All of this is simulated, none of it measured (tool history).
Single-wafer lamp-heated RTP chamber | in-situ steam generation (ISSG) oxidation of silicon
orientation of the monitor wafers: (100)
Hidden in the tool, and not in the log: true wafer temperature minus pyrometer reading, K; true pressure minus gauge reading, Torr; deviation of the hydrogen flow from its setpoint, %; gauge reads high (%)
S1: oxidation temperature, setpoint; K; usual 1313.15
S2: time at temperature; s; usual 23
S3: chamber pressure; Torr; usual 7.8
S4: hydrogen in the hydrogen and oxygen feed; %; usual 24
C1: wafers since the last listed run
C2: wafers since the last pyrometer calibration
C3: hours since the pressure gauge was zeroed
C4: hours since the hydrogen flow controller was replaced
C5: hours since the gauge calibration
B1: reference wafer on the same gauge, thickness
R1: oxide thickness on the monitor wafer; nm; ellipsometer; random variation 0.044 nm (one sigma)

| run | hour | S1 | S2 | S3 | S4 | C1 | C2 | C3 | C4 | C5 | B1 | R1 |
|---|---|---|---|---|---|---|---|---|---|---|---|---|
| 1 | 0 | 1313.15 | 23 | 7.8 | 24 | 0 | 2703 | 1755.5 | 118.1 | 53.1 | 6.554 | 8.119 |
| 2 | 51.7 | 1313.15 | 23 | 7.8 | 24 | 944 | 3648 | 1807.2 | 169.8 | 104.8 | 6.566 | 8.205 |
| 3 | 82.3 | 1313.15 | 23 | 7.8 | 24 | 559 | 4208 | 1837.8 | 200.4 | 135.4 | 6.557 | 8.201 |
| 4 | 140.2 | 1313.15 | 23 | 7.8 | 24 | 1058 | 5266 | 1895.7 | 258.3 | 193.3 | 6.548 | 8.16 |
| 5 | 169.5 | 1313.15 | 23 | 7.8 | 24 | 535 | 5801 | 1925 | 287.6 | 222.6 | 6.563 | 8.179 |
| 6 | 200.4 | 1313.15 | 23 | 7.8 | 24 | 564 | 6366 | 1955.9 | 318.5 | 253.5 | 6.546 | 8.08 |
| 7 | 235 | 1313.15 | 23 | 7.8 | 24 | 632 | 6998 | 1990.5 | 353.1 | 288.1 | 6.567 | 8.141 |
| 8 | 279.5 | 1313.15 | 23 | 7.8 | 24 | 813 | 7812 | 2035 | 397.6 | 332.6 | 6.553 | 8.096 |
| 9 | 309.4 | 1321.15 | 20 | 9.2 | 20 | 546 | 8358 | 2064.9 | 427.5 | 362.5 | 6.588 | 7.575 |
|  | 337.1 | pyrometer window cleaned and pyrometer calibrated |
| 10 | 380 | 1297.15 | 26 | 6.9 | 17 | 1144 | 784 | 2135.5 | 498.1 | 433.1 | 6.563 | 7.189 |
| 11 | 425.7 | 1313.15 | 23 | 7.8 | 21 | 835 | 1619 | 2181.2 | 543.8 | 478.8 | 6.564 | 7.762 |
| 12 | 465.2 | 1313.15 | 23 | 7.8 | 24 | 721 | 2341 | 2220.7 | 583.3 | 518.3 | 6.566 | 8.08 |
| 13 | 521.4 | 1313.15 | 23 | 7.8 | 24 | 1027 | 3368 | 2276.9 | 639.5 | 574.5 | 6.572 | 8.066 |
| 14 | 661.8 | 1303.15 | 29 | 6.9 | 24 | 2565 | 5934 | 2417.3 | 779.9 | 714.9 | 6.571 | 8.886 |
|  | 670.6 | pressure gauge zeroed |
| 15 | 718.6 | 1313.15 | 30 | 6.9 | 24 | 891 | 6826 | 48 | 836.7 | 771.7 | 6.556 | 9.458 |
|  | 744 | pyrometer window cleaned and pyrometer calibrated |
| 16 | 759.7 | 1307.15 | 21 | 7.8 | 24 | 604 | 287 | 89.1 | 877.8 | 812.8 | 6.57 | 7.303 |
| 17 | 819.5 | 1298.15 | 23 | 8.8 | 20 | 1092 | 1380 | 148.9 | 937.6 | 872.6 | 6.58 | 6.966 |
| 18 | 945.1 | 1303.15 | 23 | 7.8 | 18 | 2295 | 3676 | 274.5 | 1063.2 | 998.2 | 6.556 | 7.188 |
| 19 | 988.8 | 1313.15 | 23 | 8.8 | 24 | 798 | 4474 | 318.2 | 1106.9 | 1041.9 | 6.558 | 7.959 |
| 20 | 1036.7 | 1295.15 | 15 | 8.5 | 18 | 875 | 5350 | 366.1 | 1154.8 | 1089.8 | 6.558 | 5.577 |
| 21 | 1105.8 | 1303.15 | 23 | 7.8 | 24 | 1262 | 6613 | 435.2 | 1223.9 | 1158.9 | 6.554 | 7.701 |
| 22 | 1147.1 | 1313.15 | 23 | 7.8 | 24 | 754 | 7367 | 476.5 | 1265.2 | 1200.2 | 6.561 | 8.289 |
| 23 | 1193.3 | 1313.15 | 23 | 7.8 | 14 | 844 | 8212 | 522.7 | 1311.4 | 1246.4 | 6.553 | 7.24 |
|  | 1210 | pyrometer window cleaned and pyrometer calibrated |
| 24 | 1222.3 | 1303.15 | 16 | 8.4 | 30 | 383 | 224 | 551.7 | 1340.4 | 1275.4 | 6.565 | 6.52 |
| 25 | 1265.2 | 1301.15 | 31 | 7.8 | 28 | 784 | 1008 | 594.6 | 1383.3 | 1318.3 | 6.554 | 8.981 |
| 26 | 1292.8 | 1327.15 | 19 | 8.9 | 19 | 504 | 1512 | 622.2 | 1410.9 | 1345.9 | 6.556 | 7.341 |
| 27 | 1323.3 | 1319.15 | 30 | 6.9 | 16 | 557 | 2070 | 652.7 | 1441.4 | 1376.4 | 6.564 | 8.784 |
| 28 | 1357.5 | 1313.15 | 23 | 7.8 | 24 | 625 | 2695 | 686.9 | 1475.6 | 1410.6 | 6.577 | 8.02 |
| 29 | 1387.1 | 1319.15 | 16 | 7.8 | 24 | 540 | 3236 | 716.5 | 1505.2 | 1440.2 | 6.541 | 6.962 |
| 30 | 1451.2 | 1325.15 | 23 | 7.8 | 21 | 1171 | 4407 | 780.6 | 1569.3 | 1504.3 | 6.556 | 8.368 |

Forecast each of these 5 alternatives for the next run:
| A | 1451.6 | 1295.15 | 23 | 7.8 | 24 | 7 | 4414 | 781 | 1569.7 | 1504.7 | ? | ? |
| B | 1451.6 | 1320.15 | 23 | 7.8 | 21 | 7 | 4414 | 781 | 1569.7 | 1504.7 | ? | ? |
| C | 1451.6 | 1308.15 | 16 | 6.9 | 17 | 7 | 4414 | 781 | 1569.7 | 1504.7 | ? | ? |
| D | 1451.6 | 1321.15 | 23 | 7.8 | 24 | 7 | 4414 | 781 | 1569.7 | 1504.7 | ? | ? |
| E | 1451.6 | 1307.15 | 23 | 8.4 | 24 | 7 | 4414 | 781 | 1569.7 | 1504.7 | ? | ? |

| run | B1 | R1 |
|---|---|---|
| A | 6.565 | 7.448 |
| B | 6.565 | 8.26 |
| C | 6.565 | 6.054 |
| D | 6.565 | 8.577 |
| E | 6.565 | 7.909 |
Without the tool's hidden state the same runs would have given:
| run | R1 |
|---|---|
| A | 7.109 |
| B | 7.834 |
| C | 5.782 |
| D | 8.134 |
| E | 7.526 |

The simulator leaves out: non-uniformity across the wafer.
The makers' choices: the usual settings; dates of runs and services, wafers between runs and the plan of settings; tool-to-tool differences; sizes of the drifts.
